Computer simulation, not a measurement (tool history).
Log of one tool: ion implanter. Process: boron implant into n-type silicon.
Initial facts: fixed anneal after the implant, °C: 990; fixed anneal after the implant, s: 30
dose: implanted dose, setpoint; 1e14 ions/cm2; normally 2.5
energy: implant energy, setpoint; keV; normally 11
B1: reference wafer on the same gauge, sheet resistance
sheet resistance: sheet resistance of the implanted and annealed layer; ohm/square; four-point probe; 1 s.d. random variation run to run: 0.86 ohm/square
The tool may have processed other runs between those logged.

Run 1, day 0: usual settings but dose 2.14 1e14 ions/cm2; B1 347.8. Result: sheet resistance 421.53 ohm/square.
Run 2, day 0.771: usual settings; B1 347.78. Result: sheet resistance 370.75 ohm/square.
Run 3, day 3.775: usual settings; B1 347.17. Result: sheet resistance 372.45 ohm/square.
Run 4, day 4.442: usual settings; B1 347.33. Result: sheet resistance 371.68 ohm/square.
Run 5, day 5.171: usual settings but energy 9.5 keV; B1 347.28. Result: sheet resistance 379.89 ohm/square.
Run 6, day 6.212: usual settings but energy 9.5 keV; B1 347.08. Result: sheet resistance 376.13 ohm/square.
At day 6.979: gauge calibrated.
Run 7, day 7.371: usual settings but dose 2.35 1e14 ions/cm2; B1 351.39. Result: sheet resistance 395.53 ohm/square.
Run 8, day 8.346: usual settings but dose 2.35 1e14 ions/cm2; B1 351.24. Result: sheet resistance 395.65 ohm/square.
At day 9.35: Faraday cup replaced and dose calibrated.
Run 9, day 9.371: usual settings; B1 351.11. Result: sheet resistance 375.35 ohm/square.
Run 10, day 10.525: usual settings; B1 350.86. Result: sheet resistance 374.15 ohm/square.
Run 11, day 11.304: usual settings but dose 2.68 1e14 ions/cm2; B1 350.91. Result: sheet resistance 355.66 ohm/square.
Run 12, day 11.975: usual settings; B1 350.67. Result: sheet resistance 375.4 ohm/square.
Run 13, day 13.358: usual settings but energy 13 keV; B1 350.53. Result: sheet resistance 366.53 ohm/square.
Run 14, day 14.525: usual settings but energy 13 keV; B1 350.4. Result: sheet resistance 367.16 ohm/square.
Run 15, day 15.304: usual settings but energy 10 keV; B1 350.23. Result: sheet resistance 377.29 ohm/square.
Run 16, day 16.438: usual settings but dose 2.2 1e14 ions/cm2; B1 350.07. Result: sheet resistance 416.63 ohm/square.
Run 17, day 17.292: usual settings; B1 349.99. Result: sheet resistance 374.13 ohm/square.
Run 18, day 17.796: usual settings; B1 349.83. Result: sheet resistance 372.17 ohm/square.
Run 19, day 18.838: usual settings; B1 349.57. Result: sheet resistance 373.39 ohm/square.
Run 20, day 19.871: usual settings but dose 2.31 1e14 ions/cm2, energy 8.5 keV; B1 349.51. Result: sheet resistance 413.26 ohm/square.
Run 21, day 21.058: usual settings but dose 2.13 1e14 ions/cm2; B1 349.37. Result: sheet resistance 427.5 ohm/square.
Run 22, day 22.471: usual settings but dose 2.29 1e14 ions/cm2, energy 13.5 keV; B1 348.95. Result: sheet resistance 391.55 ohm/square.
Run 23, day 23.954: usual settings; B1 348.91. Result: sheet resistance 374.68 ohm/square.
At day 24.846: extraction supply calibrated.
Run 24, day 24.867: usual settings but dose 3.13 1e14 ions/cm2, energy 13.5 keV; B1 348.72. Result: sheet resistance 303.51 ohm/square.
Run 25, day 25.808: usual settings; B1 348.5. Result: sheet resistance 371.82 ohm/square.
Run 26, day 26.654: usual settings; B1 348.28. Result: sheet resistance 372.62 ohm/square.
Run 27, day 27.742: usual settings but dose 3.11 1e14 ions/cm2, energy 12.5 keV; B1 348.28. Result: sheet resistance 307.27 ohm/square.
Run 28, day 28.608: usual settings; B1 348.22. Result: sheet resistance 372.98 ohm/square.
Run 29, day 29.554: usual settings but energy 15 keV; B1 348.08. Result: sheet resistance 358.94 ohm/square.
Run 30, day 30.275: usual settings but dose 3.09 1e14 ions/cm2, energy 9 keV; B1 347.85. Result: sheet resistance 319.57 ohm/square.
Run 31, day 30.812: usual settings but dose 2.85 1e14 ions/cm2; B1 347.84. Result: sheet resistance 332.6 ohm/square.
Run 32, day 31.671: usual settings but dose 2.23 1e14 ions/cm2, energy 12 keV; B1 347.59. Result: sheet resistance 402.15 ohm/square.
Run 33, day 32.375: usual settings but dose 1.84 1e14 ions/cm2, energy 9.5 keV; B1 347.22. Result: sheet resistance 484.57 ohm/square.
Run 34, day 33.517: usual settings; B1 347.42. Result: sheet resistance 371.13 ohm/square.
Run 35, day 34.367: usual settings but dose 1.99 1e14 ions/cm2; B1 346.92. Result: sheet resistance 445.68 ohm/square.
Run 36, day 35.021: usual settings but dose 1.97 1e14 ions/cm2, energy 8.5 keV; B1 347.05. Result: sheet resistance 465.75 ohm/square.

Consider 5 possible next runs. They are alternatives, not a sequence: every one starts from the tool as it was left by run 36. What does each give?
Run A, day 35.038: usual settings but dose 2.03 1e14 ions/cm2; B1 ?. Result: sheet resistance ?.
Run B, day 35.038: usual settings but dose 2.9 1e14 ions/cm2, energy 12.5 keV; B1 ?. Result: sheet resistance ?.
Run C, day 35.038: usual settings but energy 12.5 keV; B1 ?. Result: sheet resistance ?.
Run D, day 35.038: usual settings but dose 2.18 1e14 ions/cm2, energy 13.5 keV; B1 ?. Result: sheet resistance ?.
Run E, day 35.038: usual settings but dose 2.94 1e14 ions/cm2, energy 8.5 keV; B1 ?. Result: sheet resistance ?.

run     B1  sheet resistance
  A  347.1            441.95
  B  347.1            325.33
  C  347.1            367.27
  D  347.1             406.7
  E  347.1            335.97
What these runs would have given with no unlogged condition in the tool:
run  sheet resistance
  A            448.02
  B             329.8
  C            372.31
  D            412.29
  E            340.59
